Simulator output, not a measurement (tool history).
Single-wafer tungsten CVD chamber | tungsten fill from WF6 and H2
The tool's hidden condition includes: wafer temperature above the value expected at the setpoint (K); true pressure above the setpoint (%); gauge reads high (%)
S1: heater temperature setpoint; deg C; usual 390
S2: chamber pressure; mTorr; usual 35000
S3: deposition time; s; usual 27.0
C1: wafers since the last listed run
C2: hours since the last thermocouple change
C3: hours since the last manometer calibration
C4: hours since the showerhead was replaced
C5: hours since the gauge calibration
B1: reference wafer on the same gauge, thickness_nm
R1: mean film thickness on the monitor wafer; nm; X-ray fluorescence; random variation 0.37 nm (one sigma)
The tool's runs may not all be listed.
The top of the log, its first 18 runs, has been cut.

run	day	S1	S2	S3	C1	C2	C3	C4	C5	B1	R1
# day 58.896: capacitance manometer re-zeroed and calibrated
19	61.017	395	31900	31.8	1280	1025.1	50.9	122.0	619.4	72.811	83.633
20	64.479	376	30900	31.0	1904	1108.2	134.0	205.1	702.5	72.686	52.383
21	67.971	390	30700	27.0	1920	1192.0	217.8	288.9	786.3	72.791	63.169
22	71.696	394	35000	23.1	2048	1281.4	307.2	378.3	875.7	72.744	61.908
23	75.850	398	41000	29.7	2284	1381.1	406.9	478.0	975.4	72.793	91.614
# day 76.608: thermocouple changed; heater temperature recalibrated
24	79.483	390	35000	27.0	1814	69.0	494.1	565.2	1062.6	72.773	66.308
25	83.575	390	30700	27.0	2250	167.2	592.3	663.4	1160.8	72.650	63.143
26	86.729	384	42500	31.9	1734	242.9	668.0	739.1	1236.5	72.775	73.431
27	90.358	394	35000	21.8	1995	330.0	755.1	826.2	1323.6	72.892	58.093
28	93.108	384	28900	21.7	1512	396.0	821.1	892.2	1389.6	72.842	43.198
29	95.179	385	42700	30.7	1138	445.7	870.8	941.9	1439.3	72.815	73.149
30	98.171	380	27700	24.3	1645	517.5	942.6	1013.7	1511.1	72.769	43.660
31	101.796	390	43200	31.6	1993	604.5	1029.6	1100.7	1598.1	72.761	83.457
32	109.750	390	35000	27.0	4374	795.4	1220.5	1291.6	1789.0	72.806	66.717
33	112.888	390	35000	30.8	1725	870.7	1295.8	1366.9	1864.3	72.730	76.606
34	115.846	390	35000	27.0	1626	941.7	1366.8	1437.9	1935.3	72.834	66.745

Here are 4 independent what-if runs from the current tool condition. What would each one return?
A	115.862	381	35000	27.0	9	942.1	1367.2	1438.3	1935.7	?	?
B	115.862	385	28700	28.7	9	942.1	1367.2	1438.3	1935.7	?	?
C	115.862	400	30700	27.0	9	942.1	1367.2	1438.3	1935.7	?	?
D	115.862	390	28300	29.1	9	942.1	1367.2	1438.3	1935.7	?	?

run	B1	R1
A	72.763	54.325
B	72.763	58.926
C	72.763	78.590
D	72.763	66.526
With no hidden state in the tool, these same runs would have given:
run	R1
A	53.880
B	58.440
C	77.946
D	65.974
